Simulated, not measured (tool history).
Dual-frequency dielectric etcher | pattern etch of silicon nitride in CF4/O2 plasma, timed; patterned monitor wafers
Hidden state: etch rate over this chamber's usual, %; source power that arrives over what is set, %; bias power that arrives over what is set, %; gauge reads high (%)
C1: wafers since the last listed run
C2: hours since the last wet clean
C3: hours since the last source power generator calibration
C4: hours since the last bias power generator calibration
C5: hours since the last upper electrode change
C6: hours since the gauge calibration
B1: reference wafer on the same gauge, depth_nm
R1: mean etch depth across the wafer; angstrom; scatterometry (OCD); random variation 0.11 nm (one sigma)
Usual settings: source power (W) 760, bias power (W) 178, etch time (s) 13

Run 1, hour 0: usual settings; C1 0; C2 145.8; C3 5377; C4 3079.1; C5 4047; C6 912.1; B1 32.2. Result: R1 367.7 angstrom.
At hour 75.6: gauge calibrated.
Run 2, hour 98.1: usual settings; C1 1207; C2 243.9; C3 5475.1; C4 3177.2; C5 4145.1; C6 22.5; B1 32.23. Result: R1 369.9 angstrom.
Run 3, hour 118.2: usual settings; C1 247; C2 264; C3 5495.2; C4 3197.3; C5 4165.2; C6 42.6; B1 32.17. Result: R1 369.2 angstrom.
Run 4, hour 151.9: usual settings; C1 414; C2 297.7; C3 5528.9; C4 3231; C5 4198.9; C6 76.3; B1 32.16. Result: R1 370.4 angstrom.
Run 5, hour 164.6: usual settings; C1 156; C2 310.4; C3 5541.6; C4 3243.7; C5 4211.6; C6 89; B1 32.21. Result: R1 371.3 angstrom.
At hour 178.5: source power generator calibrated.
Run 6, hour 184.3: usual settings; C1 193; C2 330.1; C3 5.8; C4 3263.4; C5 4231.3; C6 108.7; B1 32.2. Result: R1 371.5 angstrom.
Run 7, hour 223.9: usual settings; C1 487; C2 369.7; C3 45.4; C4 3303; C5 4270.9; C6 148.3; B1 32.2. Result: R1 370.4 angstrom.
At hour 232.1: bias power generator calibrated.
Run 8, hour 257.7: usual settings but bias power (W) 191; C1 366; C2 403.5; C3 79.2; C4 25.6; C5 4304.7; C6 182.1; B1 32.19. Result: R1 380.5 angstrom.
Run 9, hour 292.7: usual settings but bias power (W) 191; C1 430; C2 438.5; C3 114.2; C4 60.6; C5 4339.7; C6 217.1; B1 32.18. Result: R1 381.7 angstrom.
Run 10, hour 316.4: usual settings; C1 291; C2 462.2; C3 137.9; C4 84.3; C5 4363.4; C6 240.8; B1 32.21. Result: R1 371.5 angstrom.
Run 11, hour 337.1: usual settings but source power (W) 650, bias power (W) 144, etch time (s) 15; C1 254; C2 482.9; C3 158.6; C4 105; C5 4384.1; C6 261.5; B1 32.15. Result: R1 376.6 angstrom.
Run 12, hour 370.6: usual settings but bias power (W) 220; C1 412; C2 516.4; C3 192.1; C4 138.5; C5 4417.6; C6 295; B1 32.18. Result: R1 400.6 angstrom.
Run 13, hour 393.6: usual settings but source power (W) 620; C1 283; C2 539.4; C3 215.1; C4 161.5; C5 4440.6; C6 318; B1 32.22. Result: R1 342.6 angstrom.
Run 14, hour 408.7: usual settings but source power (W) 630, bias power (W) 219, etch time (s) 15; C1 185; C2 554.5; C3 230.2; C4 176.6; C5 4455.7; C6 333.1; B1 32.17. Result: R1 424.4 angstrom.
At hour 435.1: wet clean of the chamber.
Run 15, hour 444.6: usual settings but source power (W) 920, bias power (W) 222, etch time (s) 16; C1 146; C2 9.5; C3 266.1; C4 212.5; C5 4491.6; C6 369; B1 32.17. Result: R1 531 angstrom.
Run 16, hour 464.8: usual settings; C1 248; C2 29.7; C3 286.3; C4 232.7; C5 4511.8; C6 389.2; B1 32.21. Result: R1 365.2 angstrom.
Run 17, hour 495.2: usual settings but etch time (s) 9.5; C1 374; C2 60.1; C3 316.7; C4 263.1; C5 4542.2; C6 419.6; B1 32.21. Result: R1 267.7 angstrom.
Run 18, hour 512.2: usual settings but bias power (W) 147, etch time (s) 11.5; C1 209; C2 77.1; C3 333.7; C4 280.1; C5 4559.2; C6 436.6; B1 32.21. Result: R1 308.3 angstrom.

Forecast run 19:
Run 19, hour 530.6: usual settings; C1 226; C2 95.5; C3 352.1; C4 298.5; C5 4577.6; C6 455; B1 ?. Result: R1 ?.

{"run 19": {"B1": 32.2, "R1": 368.1}}
Without the tool's hidden state the same run would have given R1 366.1 angstrom.

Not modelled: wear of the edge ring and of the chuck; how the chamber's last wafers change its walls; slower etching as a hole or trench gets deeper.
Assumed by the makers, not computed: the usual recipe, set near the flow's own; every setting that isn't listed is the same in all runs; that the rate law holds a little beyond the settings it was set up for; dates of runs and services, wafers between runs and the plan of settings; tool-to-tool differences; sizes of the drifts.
